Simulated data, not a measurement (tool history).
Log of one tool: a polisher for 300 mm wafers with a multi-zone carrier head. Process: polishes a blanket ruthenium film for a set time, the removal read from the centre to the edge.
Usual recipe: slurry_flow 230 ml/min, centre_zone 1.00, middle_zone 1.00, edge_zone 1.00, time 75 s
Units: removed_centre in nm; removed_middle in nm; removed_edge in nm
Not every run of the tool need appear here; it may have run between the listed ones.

| run | day | slurry_flow | centre_zone | middle_zone | edge_zone | time | incoming thickness of the incoming film, nm | removed_centre | removed_middle | removed_edge |
|---|---|---|---|---|---|---|---|---|---|---|
| 1 | 0.000 | 230 | 1.00 | 1.00 | 1.00 | 75 | 348.1 | 62.7 | 64.3 | 64.2 |
| 2 | 3.692 | 230 | 1.00 | 1.00 | 1.00 | 60 | 352.0 | 50.1 | 50.1 | 51.2 |
| 3 | 5.475 | 230 | 1.00 | 1.00 | 1.00 | 91 | 352.0 | 76.7 | 77.8 | 77.1 |
|  | 7.404 | slurry nozzle cleaned |
|  | 7.671 | carrier head's membrane replaced by a new one |
| 4 | 8.179 | 290 | 1.09 | 0.95 | 1.00 | 75 | 348.9 | 70.4 | 63.5 | 66.0 |
| 5 | 11.600 | 175 | 1.00 | 0.95 | 1.00 | 57 | 352.0 | 45.5 | 43.5 | 46.9 |
| 6 | 15.042 | 310 | 1.00 | 1.00 | 1.00 | 75 | 355.5 | 66.5 | 65.1 | 65.8 |
|  | 17.396 | worn pad replaced by a new one |
| 7 | 18.625 | 230 | 1.00 | 1.00 | 1.00 | 75 | 347.0 | 63.8 | 62.2 | 64.5 |
| 8 | 22.754 | 230 | 1.00 | 1.04 | 1.00 | 75 | 356.7 | 63.9 | 66.3 | 64.0 |
|  | 25.292 | edge zone pressure recalibrated |
| 9 | 26.108 | 230 | 0.92 | 1.00 | 1.00 | 75 | 350.4 | 59.5 | 65.4 | 64.1 |
| 10 | 28.692 | 230 | 0.91 | 1.10 | 1.11 | 75 | 353.6 | 59.4 | 66.5 | 67.5 |
| 11 | 30.725 | 175 | 1.00 | 0.95 | 1.00 | 57 | 353.3 | 46.4 | 45.0 | 46.5 |
| 12 | 33.033 | 310 | 0.89 | 1.00 | 1.00 | 64 | 349.6 | 51.7 | 56.3 | 56.3 |
|  | 33.321 | slurry nozzle cleaned |
|  | 34.217 | centre zone pressure recalibrated |
| 13 | 36.017 | 195 | 1.00 | 1.00 | 1.00 | 75 | 349.5 | 61.5 | 63.1 | 63.0 |
| 14 | 38.929 | 230 | 1.00 | 0.90 | 1.08 | 75 | 352.1 | 64.2 | 57.7 | 66.4 |
| 15 | 42.904 | 180 | 1.00 | 0.95 | 1.00 | 75 | 348.3 | 61.9 | 58.6 | 61.9 |
|  | 43.608 | worn pad replaced by a new one |
| 16 | 45.683 | 230 | 1.06 | 1.00 | 1.00 | 55 | 349.7 | 49.0 | 45.8 | 46.3 |
| 17 | 48.404 | 155 | 1.00 | 1.00 | 1.10 | 75 | 349.7 | 59.4 | 59.4 | 63.4 |
| 18 | 51.992 | 230 | 1.00 | 1.00 | 1.03 | 75 | 345.4 | 63.3 | 64.2 | 64.7 |
|  | 52.954 | slurry nozzle cleaned |
| 19 | 54.942 | 230 | 1.00 | 1.00 | 0.95 | 75 | 350.4 | 63.6 | 64.0 | 62.6 |
| 20 | 56.450 | 300 | 1.00 | 1.10 | 1.10 | 57 | 347.0 | 50.5 | 52.7 | 51.4 |
| 21 | 58.283 | 210 | 0.89 | 1.00 | 1.00 | 85 | 351.3 | 63.8 | 72.5 | 71.8 |

Below are 5 alternative next runs, each starting from the tool's condition after run 21. Predict each:
| A | 58.300 | 230 | 1.00 | 1.00 | 1.00 | 75 | 349.6 | ? | ? | ? |
| B | 58.300 | 230 | 0.93 | 1.00 | 0.92 | 51 | 349.6 | ? | ? | ? |
| C | 58.300 | 230 | 0.91 | 1.00 | 1.00 | 93 | 349.6 | ? | ? | ? |
| D | 58.300 | 295 | 1.08 | 0.94 | 0.96 | 75 | 349.6 | ? | ? | ? |
| E | 58.300 | 250 | 1.00 | 1.00 | 1.10 | 75 | 349.6 | ? | ? | ? |

| run | removed_centre | removed_middle | removed_edge |
|---|---|---|---|
| A | 64.2 | 61.6 | 63.6 |
| B | 40.9 | 41.9 | 41.8 |
| C | 73.2 | 76.4 | 78.9 |
| D | 71.2 | 60.7 | 64.0 |
| E | 65.0 | 62.2 | 67.0 |
With no hidden state in the tool, these same runs would have given:
| run | removed_centre | removed_middle | removed_edge |
|---|---|---|---|
| A | 63.1 | 61.6 | 63.6 |
| B | 40.2 | 41.9 | 41.8 |
| C | 71.9 | 76.4 | 78.9 |
| D | 70.0 | 60.7 | 64.0 |
| E | 63.9 | 62.2 | 67.0 |

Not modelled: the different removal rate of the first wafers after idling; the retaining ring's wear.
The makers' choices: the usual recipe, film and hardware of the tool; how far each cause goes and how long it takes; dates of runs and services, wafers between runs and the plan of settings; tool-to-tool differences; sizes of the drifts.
